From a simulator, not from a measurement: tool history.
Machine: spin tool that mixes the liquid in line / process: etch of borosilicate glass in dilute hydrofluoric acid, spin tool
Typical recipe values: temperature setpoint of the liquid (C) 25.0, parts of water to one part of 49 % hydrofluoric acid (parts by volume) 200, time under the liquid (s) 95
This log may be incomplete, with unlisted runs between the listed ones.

run     day  temperature setpoint of the liquid (C)  parts of water to one part of 49 % hydrofluoric acid (parts by volume)  time under the liquid (s)  wafers since the last listed run  hours since the thermometer was replaced  hours since the hydrofluoric acid flow meter was replaced  hours since the gauge calibration  read-back film thickness of the borosilicate glass reference wafer, read on the same gauge (nm)  thickness taken off the borosilicate glass on a monitor wafer (nm)
  1   0.000                                    25.0                                                                     200                        135                                 0                                    1765.7                                                     1023.8                              283.8                                                                                            40.02                                                               10.86
  2   1.888                                    21.5                                                                     200                         95                               371                                    1811.0                                                     1069.1                              329.1                                                                                            40.01                                                                6.70
  3   4.846                                    25.0                                                                     250                         95                               581                                    1882.0                                                     1140.1                              400.1                                                                                            40.02                                                                5.78
  4   7.912                                    25.0                                                                     250                         95                               603                                    1955.6                                                     1213.7                              473.7                                                                                            40.00                                                                5.75
  5  10.133                                    25.0                                                                     250                         95                               436                                    2008.9                                                     1267.0                              527.0                                                                                            40.01                                                                5.74
  6  12.325                                    25.0                                                                     200                         95                               431                                    2061.5                                                     1319.6                              579.6                                                                                            39.99                                                                7.55
  7  15.908                                    25.0                                                                     200                        110                               704                                    2147.5                                                     1405.6                              665.6                                                                                            39.98                                                                8.74
     17.929  -- hydrofluoric acid flow meter replaced
  8  18.612                                    25.0                                                                     200                        110                               523                                    2212.4                                                       16.4                              730.5                                                                                            40.03                                                                8.02
     21.038  -- thermometer replaced
  9  22.167                                    27.5                                                                     295                         45                               690                                      27.1                                                      101.7                              815.8                                                                                            39.99                                                                2.18
     24.196  -- hydrofluoric acid flow meter replaced, repeated, since the last time left the tool worse
 10  24.550                                    25.0                                                                     200                        110                               460                                      84.3                                                        8.5                              873.0                                                                                            39.99                                                                9.39
 11  26.604                                    25.0                                                                     200                         95                               404                                     133.6                                                       57.8                              922.3                                                                                            40.00                                                                8.11
 12  28.617                                    21.0                                                                     200                         70                               395                                     181.9                                                      106.1                              970.6                                                                                            40.01                                                                5.12
     40.258  -- gauge calibrated
 13  41.158                                    23.5                                                                     275                        130                              2466                                     482.9                                                      407.1                               21.6                                                                                            40.01                                                                6.96
 14  43.212                                    25.0                                                                     200                         95                               404                                     532.2                                                      456.4                               70.9                                                                                            39.99                                                                7.97
 15  46.158                                    23.5                                                                     275                         45                               579                                     602.9                                                      527.1                              141.6                                                                                            39.99                                                                2.39
 16  48.908                                    25.0                                                                     125                         95                               540                                     668.9                                                      593.1                              207.6                                                                                            39.99                                                               13.85
 17  51.954                                    25.0                                                                     155                         95                               599                                     742.0                                                      666.2                              280.7                                                                                            40.01                                                               10.60

Each row is a separate what-if for the run after 17, all from the same tool condition, not one after another. Results?
  A  51.971                                    20.0                                                                     200                         95                                 3                                     742.4                                                      666.6                              281.1                                                                                                ?                                                                   ?
  B  51.971                                    25.0                                                                     200                         75                                 3                                     742.4                                                      666.6                              281.1                                                                                                ?                                                                   ?
  C  51.971                                    28.0                                                                     200                         95                                 3                                     742.4                                                      666.6                              281.1                                                                                                ?                                                                   ?
  D  51.971                                    25.0                                                                     270                         75                                 3                                     742.4                                                      666.6                              281.1                                                                                                ?                                                                   ?

run  read-back film thickness of the borosilicate glass reference wafer, read on the same gauge (nm)  thickness taken off the borosilicate glass on a monitor wafer (nm)
  A                                                                                            39.98                                                                6.53
  B                                                                                            39.98                                                                6.22
  C                                                                                            39.98                                                                8.77
  D                                                                                            39.98                                                                4.27
Had the tool no hidden state, the same runs would have come out as:
run  thickness taken off the borosilicate glass on a monitor wafer (nm)
  A                                                                6.75
  B                                                                6.43
  C                                                                9.07
  D                                                                4.42

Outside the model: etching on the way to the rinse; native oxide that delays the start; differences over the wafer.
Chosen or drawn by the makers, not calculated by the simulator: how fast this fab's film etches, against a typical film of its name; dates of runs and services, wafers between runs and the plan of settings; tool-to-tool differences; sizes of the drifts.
